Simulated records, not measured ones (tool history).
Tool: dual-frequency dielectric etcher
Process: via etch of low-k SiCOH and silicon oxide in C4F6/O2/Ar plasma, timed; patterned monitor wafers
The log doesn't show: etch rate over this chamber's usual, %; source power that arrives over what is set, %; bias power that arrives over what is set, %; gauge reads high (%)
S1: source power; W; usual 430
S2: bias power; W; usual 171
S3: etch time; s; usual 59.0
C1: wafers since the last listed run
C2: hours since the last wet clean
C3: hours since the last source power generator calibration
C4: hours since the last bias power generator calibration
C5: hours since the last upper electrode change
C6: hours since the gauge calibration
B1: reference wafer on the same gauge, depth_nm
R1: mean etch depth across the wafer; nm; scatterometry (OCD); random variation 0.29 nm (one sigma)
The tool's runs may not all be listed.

run	hour	S1	S2	S3	C1	C2	C3	C4	C5	C6	B1	R1
1	0.0	430	171	59.0	0	263.2	3058.4	2794.4	4927.6	4.8	167.0	151.9
2	41.2	430	171	59.0	688	304.4	3099.6	2835.6	4968.8	46.0	167.1	151.8
3	106.7	430	171	72.5	1094	369.9	3165.1	2901.1	5034.3	111.5	167.0	188.0
# hour 192.8: wet clean of the chamber
4	193.3	430	171	72.5	1046	0.5	3251.7	2987.7	5120.9	198.1	167.1	185.7
5	328.1	430	171	72.5	2252	135.3	3386.5	3122.5	5255.7	332.9	167.0	186.6
6	359.8	430	171	59.0	529	167.0	3418.2	3154.2	5287.4	364.6	167.0	152.8
7	404.8	430	171	59.0	752	212.0	3463.2	3199.2	5332.4	409.6	167.0	152.7
8	446.0	430	171	51.0	688	253.2	3504.4	3240.4	5373.6	450.8	167.0	132.6
9	490.2	430	171	47.0	738	297.4	3548.6	3284.6	5417.8	495.0	167.0	122.7
10	542.4	430	171	63.5	872	349.6	3600.8	3336.8	5470.0	547.2	166.9	166.2
11	586.2	500	171	59.0	732	393.4	3644.6	3380.6	5513.8	591.0	167.1	167.0
# hour 657.0: wet clean of the chamber
# hour 738.6: bias power generator calibrated
12	743.4	500	171	59.0	2159	86.4	3801.8	4.8	5671.0	748.2	167.0	163.7
# hour 772.2: source power generator calibrated
13	802.0	500	171	59.0	912	145.0	29.8	63.4	5729.6	806.8	167.0	161.3
14	856.4	430	171	59.0	909	199.4	84.2	117.8	5784.0	861.2	167.0	150.3

Run 15 comes next. What will it give?
15	898.1	430	171	49.0	696	241.1	125.9	159.5	5825.7	902.9	?	?

{"run 15": {"B1": 167.1, "R1": 124.9}}
Without the tool's hidden state the same run would have given R1 123.1 nm.

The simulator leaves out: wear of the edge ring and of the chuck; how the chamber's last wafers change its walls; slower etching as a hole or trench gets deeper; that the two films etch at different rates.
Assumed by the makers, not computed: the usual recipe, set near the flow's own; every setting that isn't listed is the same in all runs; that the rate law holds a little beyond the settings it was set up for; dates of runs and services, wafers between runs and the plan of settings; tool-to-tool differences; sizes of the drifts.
